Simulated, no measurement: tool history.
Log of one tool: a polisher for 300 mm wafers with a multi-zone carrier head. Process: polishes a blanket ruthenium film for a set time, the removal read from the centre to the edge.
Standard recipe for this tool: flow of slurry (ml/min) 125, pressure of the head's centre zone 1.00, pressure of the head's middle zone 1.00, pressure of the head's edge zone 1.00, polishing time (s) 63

run	day	flow of slurry (ml/min)	pressure of the head's centre zone	pressure of the head's middle zone	pressure of the head's edge zone	polishing time (s)	incoming thickness of the incoming film, nm	film removed at the wafer's centre (nm)	film removed at mid-radius (nm)	film removed at the wafer's edge (nm)
1	0.000	125	1.00	1.00	1.00	63	426.6	55.9	55.0	54.6
2	0.854	125	1.00	1.00	1.00	63	430.9	54.8	54.2	54.9
3	1.538	145	1.00	0.95	0.90	51	439.9	46.9	43.3	43.4
4	2.908	100	1.00	1.00	1.12	63	435.1	50.9	51.2	55.1
5	4.129	125	1.00	1.00	1.00	76	426.4	67.8	67.7	67.0
6	5.371	125	1.00	0.95	0.97	63	433.1	55.4	50.6	54.1
# day 5.979: worn pad replaced by a new one
7	8.971	125	1.00	1.00	1.00	63	432.0	54.8	54.8	55.0
8	10.129	125	1.00	1.00	1.00	63	430.1	55.4	54.3	54.7
9	10.796	125	1.00	1.12	1.10	63	428.5	55.8	59.4	57.9
10	12.188	125	1.00	0.94	1.00	63	428.0	54.6	52.8	54.4
11	13.571	125	0.88	1.10	1.00	79	426.2	62.3	75.4	69.8
12	14.425	100	1.00	1.10	1.00	63	423.2	52.6	55.4	53.4
13	15.812	125	1.00	1.00	1.00	63	436.4	55.7	54.5	55.2
# day 16.658: worn pad replaced by a new one
14	17.217	125	1.00	1.00	1.00	63	428.6	54.7	53.7	55.4
15	18.588	125	0.95	0.88	1.05	63	420.7	52.1	47.5	56.3
16	20.000	125	1.00	1.00	1.00	63	432.4	54.2	54.8	56.1
# day 20.996: centre zone pressure recalibrated
17	21.342	125	1.00	1.00	0.95	52	429.3	46.2	44.8	44.2
18	21.958	125	1.00	0.92	1.10	63	428.8	56.7	51.1	57.8
19	23.188	125	1.00	1.00	1.00	63	424.7	55.1	54.1	54.4
20	23.875	125	1.00	1.00	1.00	63	435.3	55.2	55.2	55.4
21	24.500	125	1.00	0.96	1.00	63	430.5	54.3	52.3	55.5
22	25.154	125	1.00	1.08	0.91	63	426.5	55.1	57.6	53.0
# day 25.612: slurry nozzle cleaned
23	26.525	125	1.00	1.00	1.00	63	428.8	55.6	55.4	54.3
# day 27.717: worn pad replaced by a new one
24	27.962	125	0.93	1.08	1.00	56	426.8	45.5	52.1	48.8

State the hidden condition of the tool at each of the runs:
removal rate lost through wear of the pad, %: 0 at every run
slurry flow missing at the pad, %: 0 at every run
deviation of the centre zone's pressure from its setpoint, %: 0 at every run
deviation of the edge zone's pressure from its setpoint, %: 0 at every run
